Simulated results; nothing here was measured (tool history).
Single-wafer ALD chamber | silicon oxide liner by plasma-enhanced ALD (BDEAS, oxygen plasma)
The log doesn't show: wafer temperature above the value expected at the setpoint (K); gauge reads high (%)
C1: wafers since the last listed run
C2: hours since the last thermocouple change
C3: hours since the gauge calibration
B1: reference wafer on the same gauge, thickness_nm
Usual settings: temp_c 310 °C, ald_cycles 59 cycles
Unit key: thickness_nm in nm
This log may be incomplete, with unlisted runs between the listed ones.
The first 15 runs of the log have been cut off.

Run 16, hour 481.5: usual settings but ald_cycles 63 cycles; C1 111; C2 2161.2; C3 1139.1; B1 6.173. Result: thickness_nm 5.681 nm.
Run 17, hour 500.2: usual settings but ald_cycles 53 cycles; C1 70; C2 2179.9; C3 1157.8; B1 6.169. Result: thickness_nm 4.770 nm.
Run 18, hour 533.5: usual settings but ald_cycles 53 cycles; C1 124; C2 2213.2; C3 1191.1; B1 6.168. Result: thickness_nm 4.784 nm.
At hour 560.5: thermocouple changed; heater temperature recalibrated.
Run 19, hour 564.2: usual settings but temp_c 315 °C; C1 85; C2 3.7; C3 1221.8; B1 6.167. Result: thickness_nm 5.278 nm.
At hour 576.5: gauge calibrated.
Run 20, hour 588.0: usual settings but temp_c 302 °C; C1 89; C2 27.5; C3 11.5; B1 6.169. Result: thickness_nm 5.402 nm.
Run 21, hour 610.8: usual settings but ald_cycles 67 cycles; C1 85; C2 50.3; C3 34.3; B1 6.171. Result: thickness_nm 6.053 nm.
Run 22, hour 644.4: usual settings but temp_c 300 °C, ald_cycles 51 cycles; C1 126; C2 83.9; C3 67.9; B1 6.167. Result: thickness_nm 4.694 nm.
Run 23, hour 672.7: usual settings but temp_c 300 °C, ald_cycles 49 cycles; C1 106; C2 112.2; C3 96.2; B1 6.166. Result: thickness_nm 4.517 nm.
Run 24, hour 696.3: usual settings but temp_c 302 °C, ald_cycles 64 cycles; C1 88; C2 135.8; C3 119.8; B1 6.176. Result: thickness_nm 5.876 nm.
Run 25, hour 723.5: usual settings but temp_c 297 °C, ald_cycles 63 cycles; C1 102; C2 163.0; C3 147.0; B1 6.175. Result: thickness_nm 5.865 nm.
Run 26, hour 736.5: usual settings but ald_cycles 70 cycles; C1 48; C2 176.0; C3 160.0; B1 6.170. Result: thickness_nm 6.306 nm.
Run 27, hour 771.2: usual settings but ald_cycles 70 cycles; C1 130; C2 210.7; C3 194.7; B1 6.169. Result: thickness_nm 6.314 nm.
Run 28, hour 789.0: usual settings but temp_c 298 °C, ald_cycles 52 cycles; C1 66; C2 228.5; C3 212.5; B1 6.168. Result: thickness_nm 4.836 nm.
Run 29, hour 806.3: usual settings but temp_c 317 °C, ald_cycles 52 cycles; C1 64; C2 245.8; C3 229.8; B1 6.169. Result: thickness_nm 4.651 nm.
Run 30, hour 824.4: usual settings but temp_c 314 °C; C1 67; C2 263.9; C3 247.9; B1 6.169. Result: thickness_nm 5.313 nm.
Run 31, hour 860.0: usual settings; C1 133; C2 299.5; C3 283.5; B1 6.168. Result: thickness_nm 5.321 nm.
Run 32, hour 882.5: usual settings; C1 84; C2 322.0; C3 306.0; B1 6.171. Result: thickness_nm 5.324 nm.
Run 33, hour 901.5: usual settings; C1 71; C2 341.0; C3 325.0; B1 6.170. Result: thickness_nm 5.322 nm.
Run 34, hour 921.7: usual settings but temp_c 306 °C, ald_cycles 65 cycles; C1 75; C2 361.2; C3 345.2; B1 6.173. Result: thickness_nm 5.909 nm.
Run 35, hour 945.3: usual settings but temp_c 320 °C; C1 88; C2 384.8; C3 368.8; B1 6.174. Result: thickness_nm 5.232 nm.
Run 36, hour 958.7: usual settings; C1 50; C2 398.2; C3 382.2; B1 6.169. Result: thickness_nm 5.323 nm.
Run 37, hour 983.3: usual settings but ald_cycles 66 cycles; C1 92; C2 422.8; C3 406.8; B1 6.175. Result: thickness_nm 5.965 nm.
Run 38, hour 997.5: usual settings but temp_c 303 °C, ald_cycles 51 cycles; C1 53; C2 437.0; C3 421.0; B1 6.171. Result: thickness_nm 4.666 nm.
Run 39, hour 1022.9: usual settings but temp_c 321 °C, ald_cycles 48 cycles; C1 95; C2 462.4; C3 446.4; B1 6.168. Result: thickness_nm 4.285 nm.
Run 40, hour 1039.1: usual settings but temp_c 306 °C, ald_cycles 67 cycles; C1 60; C2 478.6; C3 462.6; B1 6.170. Result: thickness_nm 6.092 nm.

Consider 3 possible next runs. They are alternatives, not a sequence: every one starts from the tool as it was left by run 40. What does each give?
Run A, hour 1039.6: usual settings; C1 1; C2 479.1; C3 463.1; B1 ?. Result: thickness_nm ?.
Run B, hour 1039.6: usual settings but temp_c 296 °C, ald_cycles 54 cycles; C1 1; C2 479.1; C3 463.1; B1 ?. Result: thickness_nm ?.
Run C, hour 1039.6: usual settings but temp_c 318 °C, ald_cycles 54 cycles; C1 1; C2 479.1; C3 463.1; B1 ?. Result: thickness_nm ?.

run     B1  thickness_nm
  A  6.173         5.341
  B  6.173         5.066
  C  6.173         4.825
Stripped of hidden state, with their random variation kept, the same runs would have yielded:
run  thickness_nm
  A         5.341
  B         5.066
  C         4.825
